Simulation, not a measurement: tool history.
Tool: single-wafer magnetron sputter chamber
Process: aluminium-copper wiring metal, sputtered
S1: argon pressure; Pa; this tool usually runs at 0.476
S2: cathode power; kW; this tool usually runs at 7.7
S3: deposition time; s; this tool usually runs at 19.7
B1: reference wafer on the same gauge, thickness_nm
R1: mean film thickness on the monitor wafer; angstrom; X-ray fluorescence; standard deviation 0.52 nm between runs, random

run	day	S1	S2	S3	B1	R1
1	0	0.476	7.7	19.7	223.979	2534.08
# day 1.004: sputter target and shields replaced
2	1.529	0.476	7.7	19.7	223.963	2571.68
3	4.038	0.476	7.7	19.7	224.161	2547.92
4	6.721	0.476	8.85	19.7	224.237	2892.51
5	7.875	0.476	7.7	22.8	224.114	2945.19
6	10.4	0.476	7.7	22.8	224.211	2940.98
7	12.871	0.476	7.7	22.8	224.014	2944.22
8	15.038	0.476	7.7	19.7	224.152	2545.48
9	16.758	0.476	7.7	19.7	223.801	2533.42
# day 17.325: sputter target and shields replaced
10	18.425	0.476	7.7	19.7	223.943	2578.71
11	20.471	0.476	6.2	19.7	224.087	2106.81
# day 25.496: capacitance manometer re-zeroed and calibrated
12	25.783	0.611	6.25	16.3	223.942	1619.51
13	27.004	0.476	7.7	19.7	224.145	2496.36
# day 27.292: gauge calibrated
14	28.438	0.62	7.7	16.4	224.005	1970.41
15	30.062	0.53	9.3	17.2	223.894	2552.96
16	31.179	0.567	7.7	19.7	223.923	2411.68
# day 31.688: magnet pack replaced
# day 31.817: sputter target and shields replaced
17	32.262	0.376	9.3	19.7	223.964	3157.05
18	39.321	0.556	7.7	19.7	223.845	2440.9
19	41.521	0.303	7.7	22	224.065	2984.01
20	43.529	0.476	7.7	22.8	223.985	2905.37
21	45.033	0.476	7.7	22.1	224.093	2816.51
# day 46.475: sputter target and shields replaced
22	47.296	0.566	6.95	21.5	223.889	2432.68
23	50.004	0.476	6.5	19.7	223.892	2157.88

Pick out some run-to-run changes in R1. Of each, how much would a tool without hidden state show as well, from the settings, what came in and chance, and how much is left for the hidden state and any gauge scatter not in both results compared?
What the log doesn't record here: deposition rate above that of a new target (%); true argon pressure above the setpoint (%); gauge reads high (%).
Run 11 -> 12: S1 0.476 -> 0.611, S2 6.2 -> 6.25, S3 19.7 -> 16.3, capacitance manometer re-zeroed and calibrated. R1 -487.3 angstrom: hidden state -49.97, all else -437.33.
Run 12 -> 13: S1 0.611 -> 0.476, S2 6.25 -> 7.7, S3 16.3 -> 19.7. R1 +876.85 angstrom: hidden state -16.23, all else +893.08.
Run 16 -> 17: S1 0.567 -> 0.376, S2 7.7 -> 9.3, magnet pack replaced, sputter target and shields replaced. R1 +745.37 angstrom: hidden state +33.12, all else +712.25.
Run 21 -> 22: S1 0.476 -> 0.566, S2 7.7 -> 6.95, S3 22.1 -> 21.5, sputter target and shields replaced. R1 -383.83 angstrom: hidden state +39.19, all else -423.02.

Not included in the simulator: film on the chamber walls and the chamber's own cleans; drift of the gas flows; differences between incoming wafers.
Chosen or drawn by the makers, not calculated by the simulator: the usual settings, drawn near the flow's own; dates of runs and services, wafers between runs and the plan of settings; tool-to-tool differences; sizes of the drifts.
